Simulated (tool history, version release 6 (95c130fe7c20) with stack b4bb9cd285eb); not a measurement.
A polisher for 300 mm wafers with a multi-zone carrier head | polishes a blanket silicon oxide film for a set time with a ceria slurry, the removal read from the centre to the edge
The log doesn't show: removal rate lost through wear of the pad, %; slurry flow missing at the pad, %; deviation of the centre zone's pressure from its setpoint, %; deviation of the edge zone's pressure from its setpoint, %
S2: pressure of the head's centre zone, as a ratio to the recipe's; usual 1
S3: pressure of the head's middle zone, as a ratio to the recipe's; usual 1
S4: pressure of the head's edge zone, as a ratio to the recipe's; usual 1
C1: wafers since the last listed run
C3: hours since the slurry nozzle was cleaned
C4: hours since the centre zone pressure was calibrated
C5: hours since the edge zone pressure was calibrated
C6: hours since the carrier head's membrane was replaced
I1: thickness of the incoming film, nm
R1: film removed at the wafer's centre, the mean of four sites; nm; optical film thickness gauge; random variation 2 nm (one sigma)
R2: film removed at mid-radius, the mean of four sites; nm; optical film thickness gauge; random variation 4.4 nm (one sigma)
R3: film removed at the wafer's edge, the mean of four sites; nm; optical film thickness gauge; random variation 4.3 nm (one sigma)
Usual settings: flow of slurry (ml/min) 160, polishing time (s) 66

{"run": 1, "hour": 0.0, "flow of slurry (ml/min)": 160, "S2": 1, "S3": 1, "S4": 1.09, "polishing time (s)": 66, "C1": 0, "wafers polished on this pad": 204, "C3": 32.7, "C4": 14.6, "C5": 1233.5, "C6": 187.6, "I1": 971.5, "R1": 290.8, "R2": 297.6, "R3": 302.6}
{"run": 2, "hour": 9.5, "flow of slurry (ml/min)": 160, "S2": 1, "S3": 1, "S4": 1, "polishing time (s)": 66, "C1": 121, "wafers polished on this pad": 325, "C3": 42.2, "C4": 24.1, "C5": 1243, "C6": 197.1, "I1": 962.8, "R1": 294.5, "R2": 297.2, "R3": 291.6}
{"run": 3, "hour": 25.0, "flow of slurry (ml/min)": 160, "S2": 1, "S3": 1.07, "S4": 1, "polishing time (s)": 66, "C1": 197, "wafers polished on this pad": 523, "C3": 57.7, "C4": 39.6, "C5": 1258.5, "C6": 212.6, "I1": 959.1, "R1": 292.5, "R2": 315.1, "R3": 283}
{"run": 4, "hour": 31.5, "flow of slurry (ml/min)": 160, "S2": 1, "S3": 1, "S4": 1, "polishing time (s)": 66, "C1": 82, "wafers polished on this pad": 606, "C3": 64.2, "C4": 46.1, "C5": 1265, "C6": 219.1, "I1": 966.4, "R1": 294.6, "R2": 300.1, "R3": 289.6}
{"run": 5, "hour": 38.3, "flow of slurry (ml/min)": 160, "S2": 0.94, "S3": 1, "S4": 0.94, "polishing time (s)": 88, "C1": 86, "wafers polished on this pad": 693, "C3": 71, "C4": 52.9, "C5": 1271.8, "C6": 225.9, "I1": 962, "R1": 365.6, "R2": 395.3, "R3": 380.7}
{"run": 6, "hour": 49.5, "flow of slurry (ml/min)": 160, "S2": 1, "S3": 1, "S4": 1, "polishing time (s)": 57, "C1": 143, "wafers polished on this pad": 836, "C3": 82.2, "C4": 64.1, "C5": 1283, "C6": 237.1, "I1": 960, "R1": 253.1, "R2": 262.4, "R3": 252}
{"hour": 54.4, "done": "edge zone pressure recalibrated"}
{"run": 7, "hour": 65.8, "flow of slurry (ml/min)": 130, "S2": 0.93, "S3": 1.05, "S4": 1, "polishing time (s)": 82, "C1": 182, "wafers polished on this pad": 1019, "C3": 98.5, "C4": 80.4, "C5": 11.4, "C6": 253.4, "I1": 983, "R1": 324.5, "R2": 377.6, "R3": 355.3}
{"run": 8, "hour": 76.8, "flow of slurry (ml/min)": 160, "S2": 1, "S3": 1, "S4": 1, "polishing time (s)": 66, "C1": 140, "wafers polished on this pad": 1159, "C3": 109.5, "C4": 91.4, "C5": 22.4, "C6": 264.4, "I1": 985.2, "R1": 291.4, "R2": 294.6, "R3": 291.1}
{"run": 9, "hour": 88.7, "flow of slurry (ml/min)": 160, "S2": 1, "S3": 1.1, "S4": 1.06, "polishing time (s)": 66, "C1": 151, "wafers polished on this pad": 1311, "C3": 121.4, "C4": 103.3, "C5": 34.3, "C6": 276.3, "I1": 976.5, "R1": 290.6, "R2": 322.4, "R3": 302.1}
{"hour": 104.8, "done": "worn pad replaced by a new one"}
{"run": 10, "hour": 105.3, "flow of slurry (ml/min)": 160, "S2": 1.07, "S3": 1, "S4": 0.9, "polishing time (s)": 52, "C1": 160, "wafers polished on this pad": 6, "C3": 138, "C4": 119.9, "C5": 50.9, "C6": 292.9, "I1": 971.2, "R1": 245, "R2": 237.8, "R3": 223.4}
{"run": 11, "hour": 145.6, "flow of slurry (ml/min)": 110, "S2": 0.88, "S3": 1.09, "S4": 1, "polishing time (s)": 66, "C1": 514, "wafers polished on this pad": 521, "C3": 178.3, "C4": 160.2, "C5": 91.2, "C6": 333.2, "I1": 966.6, "R1": 234.6, "R2": 294.9, "R3": 269.2}
{"run": 12, "hour": 160.3, "flow of slurry (ml/min)": 205, "S2": 1.05, "S3": 0.92, "S4": 1, "polishing time (s)": 83, "C1": 187, "wafers polished on this pad": 708, "C3": 193, "C4": 174.9, "C5": 105.9, "C6": 347.9, "I1": 961.3, "R1": 407.7, "R2": 363.9, "R3": 373.5}
{"run": 13, "hour": 166.4, "flow of slurry (ml/min)": 160, "S2": 1, "S3": 1.04, "S4": 0.91, "polishing time (s)": 76, "C1": 77, "wafers polished on this pad": 786, "C3": 199.1, "C4": 181, "C5": 112, "C6": 354, "I1": 988.4, "R1": 337.4, "R2": 364.8, "R3": 320.1}
{"run": 14, "hour": 177.6, "flow of slurry (ml/min)": 160, "S2": 1, "S3": 1, "S4": 1, "polishing time (s)": 66, "C1": 143, "wafers polished on this pad": 929, "C3": 210.3, "C4": 192.2, "C5": 123.2, "C6": 365.2, "I1": 967.2, "R1": 288.3, "R2": 299.6, "R3": 295.4}
{"run": 15, "hour": 191.0, "flow of slurry (ml/min)": 160, "S2": 1, "S3": 1, "S4": 1, "polishing time (s)": 66, "C1": 171, "wafers polished on this pad": 1100, "C3": 223.7, "C4": 205.6, "C5": 136.6, "C6": 378.6, "I1": 968.8, "R1": 295.5, "R2": 294.4, "R3": 280.9}
{"run": 16, "hour": 204.8, "flow of slurry (ml/min)": 125, "S2": 1, "S3": 1, "S4": 0.93, "polishing time (s)": 88, "C1": 176, "wafers polished on this pad": 1277, "C3": 237.5, "C4": 219.4, "C5": 150.4, "C6": 392.4, "I1": 985.7, "R1": 369.2, "R2": 376.4, "R3": 362.7}
{"hour": 224.0, "done": "worn pad replaced by a new one"}
{"run": 17, "hour": 224.5, "flow of slurry (ml/min)": 160, "S2": 1, "S3": 1, "S4": 1, "polishing time (s)": 74, "C1": 200, "wafers polished on this pad": 6, "C3": 257.2, "C4": 239.1, "C5": 170.1, "C6": 412.1, "I1": 957.9, "R1": 332.4, "R2": 344.5, "R3": 315.2}
{"run": 18, "hour": 229.4, "flow of slurry (ml/min)": 160, "S2": 1, "S3": 1, "S4": 1, "polishing time (s)": 66, "C1": 62, "wafers polished on this pad": 69, "C3": 262.1, "C4": 244, "C5": 175, "C6": 417, "I1": 966.2, "R1": 293.2, "R2": 300.1, "R3": 298.8}
{"run": 19, "hour": 237.5, "flow of slurry (ml/min)": 160, "S2": 1, "S3": 1.1, "S4": 1, "polishing time (s)": 66, "C1": 103, "wafers polished on this pad": 172, "C3": 270.2, "C4": 252.1, "C5": 183.1, "C6": 425.1, "I1": 983.1, "R1": 296, "R2": 318.2, "R3": 289.5}
{"run": 20, "hour": 244.0, "flow of slurry (ml/min)": 160, "S2": 1, "S3": 1, "S4": 1, "polishing time (s)": 66, "C1": 82, "wafers polished on this pad": 255, "C3": 276.7, "C4": 258.6, "C5": 189.6, "C6": 431.6, "I1": 959.7, "R1": 292.5, "R2": 297.9, "R3": 294.2}
{"run": 21, "hour": 261.2, "flow of slurry (ml/min)": 160, "S2": 1, "S3": 1.07, "S4": 1, "polishing time (s)": 74, "C1": 219, "wafers polished on this pad": 475, "C3": 293.9, "C4": 275.8, "C5": 206.8, "C6": 448.8, "I1": 969, "R1": 330, "R2": 357.1, "R3": 322.8}

How the hidden state differs across the entries between the runs, from the last listed run before each to the first after it:
Between runs 6 and 7: edge zone pressure recalibrated (hour 54.4)
  no hidden state differs between the two runs
Between runs 9 and 10: worn pad replaced by a new one (hour 104.8)
  no hidden state differs between the two runs
Between runs 16 and 17: worn pad replaced by a new one (hour 224)
  no hidden state differs between the two runs

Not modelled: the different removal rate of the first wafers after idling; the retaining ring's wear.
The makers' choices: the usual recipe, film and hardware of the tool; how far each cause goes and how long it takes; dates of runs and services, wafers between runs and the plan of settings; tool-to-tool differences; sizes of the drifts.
